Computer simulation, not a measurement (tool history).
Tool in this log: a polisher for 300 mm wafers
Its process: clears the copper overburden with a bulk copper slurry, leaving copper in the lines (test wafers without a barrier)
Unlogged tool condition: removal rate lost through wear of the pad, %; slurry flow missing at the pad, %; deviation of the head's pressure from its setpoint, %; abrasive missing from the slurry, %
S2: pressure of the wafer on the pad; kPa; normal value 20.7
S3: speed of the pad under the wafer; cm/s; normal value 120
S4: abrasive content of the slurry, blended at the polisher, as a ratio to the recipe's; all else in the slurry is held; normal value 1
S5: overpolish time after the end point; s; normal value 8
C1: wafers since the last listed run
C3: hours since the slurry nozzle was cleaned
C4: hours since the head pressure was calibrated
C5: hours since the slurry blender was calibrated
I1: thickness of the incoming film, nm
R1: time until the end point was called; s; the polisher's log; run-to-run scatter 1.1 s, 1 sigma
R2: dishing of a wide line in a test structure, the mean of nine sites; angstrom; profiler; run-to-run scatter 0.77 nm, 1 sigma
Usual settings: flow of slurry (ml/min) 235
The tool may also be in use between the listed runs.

{"run": 1, "hour": 0.0, "flow of slurry (ml/min)": 235, "S2": 20.7, "S3": 96, "S4": 0.9, "S5": 8, "C1": 0, "wafers polished on this pad": 1061, "C3": 19.2, "C4": 688.9, "C5": 24.9, "I1": 829.8, "R1": 105.9, "R2": 318}
{"run": 2, "hour": 13.0, "flow of slurry (ml/min)": 235, "S2": 20.7, "S3": 96, "S4": 0.9, "S5": 8, "C1": 92, "wafers polished on this pad": 1154, "C3": 32.2, "C4": 701.9, "C5": 37.9, "I1": 839.3, "R1": 107.9, "R2": 323}
{"hour": 31.8, "done": "worn pad replaced by a new one"}
{"run": 3, "hour": 37.2, "flow of slurry (ml/min)": 235, "S2": 20.7, "S3": 120, "S4": 1, "S5": 10, "C1": 144, "wafers polished on this pad": 38, "C3": 56.4, "C4": 726.1, "C5": 62.1, "I1": 829.9, "R1": 82.2, "R2": 400}
{"run": 4, "hour": 70.1, "flow of slurry (ml/min)": 235, "S2": 20.7, "S3": 120, "S4": 1, "S5": 10, "C1": 235, "wafers polished on this pad": 274, "C3": 89.3, "C4": 759, "C5": 95, "I1": 830.8, "R1": 85.8, "R2": 396}
{"run": 5, "hour": 84.5, "flow of slurry (ml/min)": 235, "S2": 20.7, "S3": 120, "S4": 1, "S5": 8, "C1": 102, "wafers polished on this pad": 376, "C3": 103.7, "C4": 773.4, "C5": 109.4, "I1": 839, "R1": 86.8, "R2": 362}
{"run": 6, "hour": 99.8, "flow of slurry (ml/min)": 180, "S2": 20.7, "S3": 120, "S4": 0.9, "S5": 8, "C1": 109, "wafers polished on this pad": 486, "C3": 119, "C4": 788.7, "C5": 124.7, "I1": 835.4, "R1": 93.9, "R2": 340}
{"run": 7, "hour": 132.9, "flow of slurry (ml/min)": 180, "S2": 20.7, "S3": 120, "S4": 0.9, "S5": 8, "C1": 236, "wafers polished on this pad": 722, "C3": 152.1, "C4": 821.8, "C5": 157.8, "I1": 842, "R1": 96.1, "R2": 346}
{"run": 8, "hour": 145.1, "flow of slurry (ml/min)": 180, "S2": 20.7, "S3": 120, "S4": 0.9, "S5": 8, "C1": 87, "wafers polished on this pad": 810, "C3": 164.3, "C4": 834, "C5": 170, "I1": 839.7, "R1": 96.5, "R2": 327}
{"hour": 181.1, "done": "head pressure recalibrated"}
{"run": 9, "hour": 181.6, "flow of slurry (ml/min)": 235, "S2": 20.7, "S3": 120, "S4": 1, "S5": 8, "C1": 246, "wafers polished on this pad": 1056, "C3": 200.8, "C4": 0.5, "C5": 206.5, "I1": 843.2, "R1": 95.8, "R2": 343}
{"hour": 191.2, "done": "worn pad replaced by a new one"}
{"hour": 197.8, "done": "slurry blender recalibrated"}
{"run": 10, "hour": 200.6, "flow of slurry (ml/min)": 235, "S2": 20.7, "S3": 120, "S4": 1, "S5": 8, "C1": 92, "wafers polished on this pad": 52, "C3": 219.8, "C4": 19.5, "C5": 2.8, "I1": 831.2, "R1": 81, "R2": 378}
{"run": 11, "hour": 285.7, "flow of slurry (ml/min)": 235, "S2": 20.7, "S3": 120, "S4": 1, "S5": 8, "C1": 608, "wafers polished on this pad": 661, "C3": 304.9, "C4": 104.6, "C5": 87.9, "I1": 835, "R1": 85.2, "R2": 363}
{"run": 12, "hour": 305.3, "flow of slurry (ml/min)": 235, "S2": 20.7, "S3": 120, "S4": 1, "S5": 8, "C1": 140, "wafers polished on this pad": 801, "C3": 324.5, "C4": 124.2, "C5": 107.5, "I1": 836.7, "R1": 86.9, "R2": 356}
{"hour": 340.5, "done": "worn pad replaced by a new one"}
{"run": 13, "hour": 377.0, "flow of slurry (ml/min)": 235, "S2": 17.2, "S3": 90, "S4": 1.2, "S5": 8, "C1": 483, "wafers polished on this pad": 260, "C3": 396.2, "C4": 195.9, "C5": 179.2, "I1": 845, "R1": 144.3, "R2": 266}
{"run": 14, "hour": 405.0, "flow of slurry (ml/min)": 260, "S2": 20.7, "S3": 132, "S4": 1, "S5": 8, "C1": 200, "wafers polished on this pad": 460, "C3": 424.2, "C4": 223.9, "C5": 207.2, "I1": 829.9, "R1": 85.9, "R2": 363}
{"hour": 414.0, "done": "slurry blender recalibrated"}
{"hour": 414.7, "done": "slurry nozzle cleaned"}
{"run": 15, "hour": 434.4, "flow of slurry (ml/min)": 235, "S2": 20.7, "S3": 120, "S4": 1, "S5": 8, "C1": 190, "wafers polished on this pad": 651, "C3": 19.7, "C4": 253.3, "C5": 20.4, "I1": 828.9, "R1": 78.8, "R2": 365}
{"run": 16, "hour": 455.5, "flow of slurry (ml/min)": 235, "S2": 14.5, "S3": 140, "S4": 1.25, "S5": 13, "C1": 150, "wafers polished on this pad": 802, "C3": 40.8, "C4": 274.4, "C5": 41.5, "I1": 821.8, "R1": 91.7, "R2": 405}
{"run": 17, "hour": 476.1, "flow of slurry (ml/min)": 300, "S2": 24.1, "S3": 144, "S4": 1, "S5": 8, "C1": 147, "wafers polished on this pad": 949, "C3": 61.4, "C4": 295, "C5": 62.1, "I1": 818.2, "R1": 58.5, "R2": 422}
{"run": 18, "hour": 503.0, "flow of slurry (ml/min)": 235, "S2": 17.2, "S3": 120, "S4": 1, "S5": 8, "C1": 192, "wafers polished on this pad": 1142, "C3": 88.3, "C4": 321.9, "C5": 89, "I1": 843.5, "R1": 102.4, "R2": 335}
{"hour": 521.6, "done": "worn pad replaced by a new one"}
{"run": 19, "hour": 533.3, "flow of slurry (ml/min)": 310, "S2": 22.8, "S3": 154, "S4": 0.7, "S5": 8, "C1": 187, "wafers polished on this pad": 83, "C3": 118.6, "C4": 352.2, "C5": 119.3, "I1": 833, "R1": 67.9, "R2": 414}
{"run": 20, "hour": 555.3, "flow of slurry (ml/min)": 200, "S2": 20.7, "S3": 158, "S4": 1, "S5": 8, "C1": 157, "wafers polished on this pad": 240, "C3": 140.6, "C4": 374.2, "C5": 141.3, "I1": 836.6, "R1": 68.8, "R2": 406}
{"run": 21, "hour": 575.5, "flow of slurry (ml/min)": 235, "S2": 20.7, "S3": 120, "S4": 1, "S5": 8, "C1": 144, "wafers polished on this pad": 385, "C3": 160.8, "C4": 394.4, "C5": 161.5, "I1": 835.8, "R1": 92.6, "R2": 361}
{"run": 22, "hour": 598.1, "flow of slurry (ml/min)": 235, "S2": 17.2, "S3": 120, "S4": 1, "S5": 4, "C1": 161, "wafers polished on this pad": 546, "C3": 183.4, "C4": 417, "C5": 184.1, "I1": 825.6, "R1": 108.7, "R2": 196}
{"hour": 610.1, "done": "slurry blender recalibrated"}
{"run": 23, "hour": 611.4, "flow of slurry (ml/min)": 305, "S2": 20.7, "S3": 120, "S4": 1, "S5": 8, "C1": 80, "wafers polished on this pad": 627, "C3": 196.7, "C4": 430.3, "C5": 1.3, "I1": 824.4, "R1": 77.4, "R2": 368}
{"run": 24, "hour": 625.1, "flow of slurry (ml/min)": 235, "S2": 17.9, "S3": 120, "S4": 1, "S5": 6, "C1": 97, "wafers polished on this pad": 725, "C3": 210.4, "C4": 444, "C5": 15, "I1": 828, "R1": 92.2, "R2": 289}
{"run": 25, "hour": 637.9, "flow of slurry (ml/min)": 235, "S2": 24.1, "S3": 120, "S4": 1, "S5": 10, "C1": 91, "wafers polished on this pad": 817, "C3": 223.2, "C4": 456.8, "C5": 27.8, "I1": 833.4, "R1": 71.9, "R2": 432}
{"hour": 663.6, "done": "worn pad replaced by a new one"}
{"run": 26, "hour": 664.1, "flow of slurry (ml/min)": 190, "S2": 20.7, "S3": 148, "S4": 1, "S5": 8, "C1": 158, "wafers polished on this pad": 3, "C3": 249.4, "C4": 483, "C5": 54, "I1": 835, "R1": 68.2, "R2": 410}
{"run": 27, "hour": 680.7, "flow of slurry (ml/min)": 235, "S2": 20.7, "S3": 120, "S4": 1, "S5": 8, "C1": 118, "wafers polished on this pad": 122, "C3": 266, "C4": 499.6, "C5": 70.6, "I1": 833.6, "R1": 85.1, "R2": 350}
{"run": 28, "hour": 711.3, "flow of slurry (ml/min)": 235, "S2": 20.7, "S3": 120, "S4": 0.8, "S5": 10, "C1": 218, "wafers polished on this pad": 341, "C3": 296.6, "C4": 530.2, "C5": 101.2, "I1": 843.1, "R1": 93.9, "R2": 385}

Give the tool's hidden conditions for every run:
removal rate lost through wear of the pad, %: 0 in every run
slurry flow missing at the pad, %: 0 in every run
deviation of the head's pressure from its setpoint, %: 0 in every run
H1: abrasive missing from the slurry, %
run=1 H1=4.83
run=2 H1=6.98
run=3 H1=11
run=4 H1=16.4
run=5 H1=18.8
run=6 H1=21.3
run=7 H1=26.7
run=8 H1=28.7
run=9 H1=34.8
run=10 H1=2.55
run=11 H1=16.6
run=12 H1=19.8
run=13 H1=31.6
run=14 H1=36.2
run=15 H1=3.73
run=16 H1=7.21
run=17 H1=10.6
run=18 H1=15
run=19 H1=20
run=20 H1=23.7
run=21 H1=27
run=22 H1=30.7
run=23 H1=0.651
run=24 H1=2.91
run=25 H1=5.02
run=26 H1=9.34
run=27 H1=12.1
run=28 H1=17.1

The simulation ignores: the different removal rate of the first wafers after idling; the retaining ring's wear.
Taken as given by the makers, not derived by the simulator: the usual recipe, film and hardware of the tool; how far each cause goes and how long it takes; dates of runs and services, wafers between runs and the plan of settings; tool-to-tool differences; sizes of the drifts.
